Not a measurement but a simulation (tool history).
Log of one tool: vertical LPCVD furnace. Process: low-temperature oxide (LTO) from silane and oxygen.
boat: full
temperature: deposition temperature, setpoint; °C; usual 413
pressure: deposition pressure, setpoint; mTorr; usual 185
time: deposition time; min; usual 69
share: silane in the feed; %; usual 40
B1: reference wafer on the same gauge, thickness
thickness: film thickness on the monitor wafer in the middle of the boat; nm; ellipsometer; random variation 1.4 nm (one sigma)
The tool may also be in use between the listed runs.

{"run": 1, "day": 0.0, "temperature": 413, "pressure": 185, "time": 69, "share": 40, "B1": 535.05, "thickness": 640.33}
{"run": 2, "day": 0.692, "temperature": 413, "pressure": 185, "time": 69, "share": 40, "B1": 535.01, "thickness": 641.05}
{"run": 3, "day": 3.683, "temperature": 419, "pressure": 185, "time": 76.5, "share": 40, "B1": 534.79, "thickness": 754.98}
{"run": 4, "day": 5.071, "temperature": 413, "pressure": 200, "time": 69, "share": 40, "B1": 535.59, "thickness": 688.42}
{"run": 5, "day": 5.988, "temperature": 413, "pressure": 185, "time": 69, "share": 40, "B1": 534.79, "thickness": 640.81}
{"run": 6, "day": 7.454, "temperature": 413, "pressure": 185, "time": 69, "share": 40, "B1": 535.13, "thickness": 640.48}
{"day": 8.525, "done": "thermocouples replaced and temperature profile calibrated"}
{"day": 8.825, "done": "pressure gauge zeroed"}
{"run": 7, "day": 8.883, "temperature": 413, "pressure": 185, "time": 69, "share": 40, "B1": 535.85, "thickness": 606.85}
{"run": 8, "day": 10.292, "temperature": 413, "pressure": 185, "time": 69, "share": 40, "B1": 535.19, "thickness": 606.55}
{"run": 9, "day": 11.55, "temperature": 413, "pressure": 185, "time": 69, "share": 40, "B1": 535.08, "thickness": 607.34}
{"day": 11.946, "done": "gauge calibrated"}
{"run": 10, "day": 12.312, "temperature": 413, "pressure": 185, "time": 69, "share": 40, "B1": 534.98, "thickness": 607.46}
{"run": 11, "day": 12.842, "temperature": 419, "pressure": 185, "time": 76.5, "share": 40, "B1": 534.7, "thickness": 715.73}
{"run": 12, "day": 13.888, "temperature": 413, "pressure": 185, "time": 69, "share": 40, "B1": 535.13, "thickness": 607.77}
{"run": 13, "day": 16.342, "temperature": 417, "pressure": 215, "time": 81, "share": 40, "B1": 535.18, "thickness": 861.14}
{"run": 14, "day": 16.946, "temperature": 413, "pressure": 185, "time": 69, "share": 38, "B1": 535.26, "thickness": 568.68}
{"run": 15, "day": 17.7, "temperature": 413, "pressure": 185, "time": 69, "share": 40, "B1": 535.33, "thickness": 609.09}
{"day": 19.217, "done": "silane flow controller replaced"}
{"run": 16, "day": 19.238, "temperature": 405, "pressure": 185, "time": 59, "share": 40, "B1": 535.18, "thickness": 499.24}
{"run": 17, "day": 21.438, "temperature": 413, "pressure": 205, "time": 69, "share": 40, "B1": 535.18, "thickness": 703.91}
{"run": 18, "day": 22.254, "temperature": 413, "pressure": 225, "time": 69, "share": 40, "B1": 535.08, "thickness": 770.91}
{"run": 19, "day": 23.708, "temperature": 413, "pressure": 185, "time": 69, "share": 43, "B1": 535.06, "thickness": 687.21}
{"run": 20, "day": 24.542, "temperature": 421, "pressure": 225, "time": 52.5, "share": 34, "B1": 534.97, "thickness": 525.42}
{"run": 21, "day": 25.521, "temperature": 413, "pressure": 185, "time": 69, "share": 40, "B1": 534.31, "thickness": 635.01}

Forecast each of these 4 alternatives for the next run:
{"run": "A", "day": 25.704, "temperature": 409, "pressure": 185, "time": 69, "share": 40, "B1": "?", "thickness": "?"}
{"run": "B", "day": 25.704, "temperature": 413, "pressure": 185, "time": 89.5, "share": 40, "B1": "?", "thickness": "?"}
{"run": "C", "day": 25.704, "temperature": 416, "pressure": 195, "time": 59, "share": 48, "B1": "?", "thickness": "?"}
{"run": "D", "day": 25.704, "temperature": 405, "pressure": 205, "time": 69, "share": 33, "B1": "?", "thickness": "?"}

run=A B1=535.09 thickness=609.05
run=B B1=535.09 thickness=824.03
run=C B1=535.09 thickness=706.79
run=D B1=535.09 thickness=505.68
Without the tool's hidden state the same runs would have given:
run=A thickness=594.6
run=B thickness=804.55
run=C thickness=692.34
run=D thickness=493.45

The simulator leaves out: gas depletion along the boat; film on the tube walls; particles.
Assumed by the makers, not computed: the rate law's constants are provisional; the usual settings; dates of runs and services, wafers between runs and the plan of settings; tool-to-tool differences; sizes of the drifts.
